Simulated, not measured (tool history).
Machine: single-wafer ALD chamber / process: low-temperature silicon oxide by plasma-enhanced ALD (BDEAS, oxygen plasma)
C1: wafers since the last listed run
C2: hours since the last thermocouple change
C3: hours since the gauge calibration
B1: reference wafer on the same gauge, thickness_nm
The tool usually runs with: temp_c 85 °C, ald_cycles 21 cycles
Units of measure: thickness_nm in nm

Run 1, hour 0.0: usual settings but temp_c 94 °C; C1 0; C2 2398.8; C3 712.1; B1 3.599. Result: thickness_nm 3.092 nm.
Run 2, hour 29.6: usual settings but temp_c 94 °C; C1 477; C2 2428.4; C3 741.7; B1 3.600. Result: thickness_nm 3.089 nm.
Run 3, hour 74.0: usual settings; C1 715; C2 2472.8; C3 786.1; B1 3.599. Result: thickness_nm 3.187 nm.
Run 4, hour 144.4: usual settings; C1 1134; C2 2543.2; C3 856.5; B1 3.599. Result: thickness_nm 3.196 nm.
Run 5, hour 178.9: usual settings; C1 555; C2 2577.7; C3 891.0; B1 3.598. Result: thickness_nm 3.193 nm.
Run 6, hour 241.5: usual settings; C1 1008; C2 2640.3; C3 953.6; B1 3.598. Result: thickness_nm 3.206 nm.
Run 7, hour 267.4: usual settings; C1 417; C2 2666.2; C3 979.5; B1 3.602. Result: thickness_nm 3.207 nm.
Run 8, hour 326.1: usual settings; C1 945; C2 2724.9; C3 1038.2; B1 3.595. Result: thickness_nm 3.190 nm.
Run 9, hour 367.8: usual settings; C1 672; C2 2766.6; C3 1079.9; B1 3.600. Result: thickness_nm 3.200 nm.
Run 10, hour 400.6: usual settings; C1 528; C2 2799.4; C3 1112.7; B1 3.597. Result: thickness_nm 3.194 nm.
Run 11, hour 463.1: usual settings; C1 1007; C2 2861.9; C3 1175.2; B1 3.599. Result: thickness_nm 3.179 nm.
At hour 466.0: gauge calibrated.
At hour 484.8: thermocouple changed; heater temperature recalibrated.
Run 12, hour 505.1: usual settings but temp_c 100 °C; C1 547; C2 20.3; C3 39.1; B1 3.600. Result: thickness_nm 3.077 nm.
Run 13, hour 654.6: usual settings but temp_c 74 °C, ald_cycles 18 cycles; C1 2409; C2 169.8; C3 188.6; B1 3.597. Result: thickness_nm 2.907 nm.
Run 14, hour 715.5: usual settings; C1 981; C2 230.7; C3 249.5; B1 3.601. Result: thickness_nm 3.245 nm.
Run 15, hour 741.2: usual settings but temp_c 73 °C, ald_cycles 23 cycles; C1 414; C2 256.4; C3 275.2; B1 3.601. Result: thickness_nm 3.721 nm.
Run 16, hour 770.2: usual settings but temp_c 96 °C, ald_cycles 17 cycles; C1 467; C2 285.4; C3 304.2; B1 3.602. Result: thickness_nm 2.501 nm.
Run 17, hour 809.7: usual settings; C1 636; C2 324.9; C3 343.7; B1 3.599. Result: thickness_nm 3.238 nm.
Run 18, hour 864.9: usual settings but temp_c 78 °C, ald_cycles 17 cycles; C1 889; C2 380.1; C3 398.9; B1 3.600. Result: thickness_nm 2.701 nm.
Run 19, hour 913.0: usual settings but temp_c 80 °C; C1 775; C2 428.2; C3 447.0; B1 3.600. Result: thickness_nm 3.298 nm.
Run 20, hour 971.1: usual settings but temp_c 70 °C, ald_cycles 22 cycles; C1 936; C2 486.3; C3 505.1; B1 3.598. Result: thickness_nm 3.597 nm.
Run 21, hour 1021.3: usual settings; C1 809; C2 536.5; C3 555.3; B1 3.602. Result: thickness_nm 3.227 nm.
Run 22, hour 1086.1: usual settings; C1 1044; C2 601.3; C3 620.1; B1 3.600. Result: thickness_nm 3.228 nm.

Predict each of these 4 candidate next runs independently; none follows another, all start after run 22:
Run A, hour 1086.5: usual settings but ald_cycles 23 cycles; C1 6; C2 601.7; C3 620.5; B1 ?. Result: thickness_nm ?.
Run B, hour 1086.5: usual settings but temp_c 93 °C, ald_cycles 17 cycles; C1 6; C2 601.7; C3 620.5; B1 ?. Result: thickness_nm ?.
Run C, hour 1086.5: usual settings but temp_c 80 °C, ald_cycles 24 cycles; C1 6; C2 601.7; C3 620.5; B1 ?. Result: thickness_nm ?.
Run D, hour 1086.5: usual settings but temp_c 80 °C, ald_cycles 18 cycles; C1 6; C2 601.7; C3 620.5; B1 ?. Result: thickness_nm ?.

run     B1  thickness_nm
  A  3.598         3.540
  B  3.598         2.534
  C  3.598         3.767
  D  3.598         2.825
Stripped of hidden state, with their random variation kept, the same runs would have yielded:
run  thickness_nm
  A         3.587
  B         2.568
  C         3.816
  D         2.862
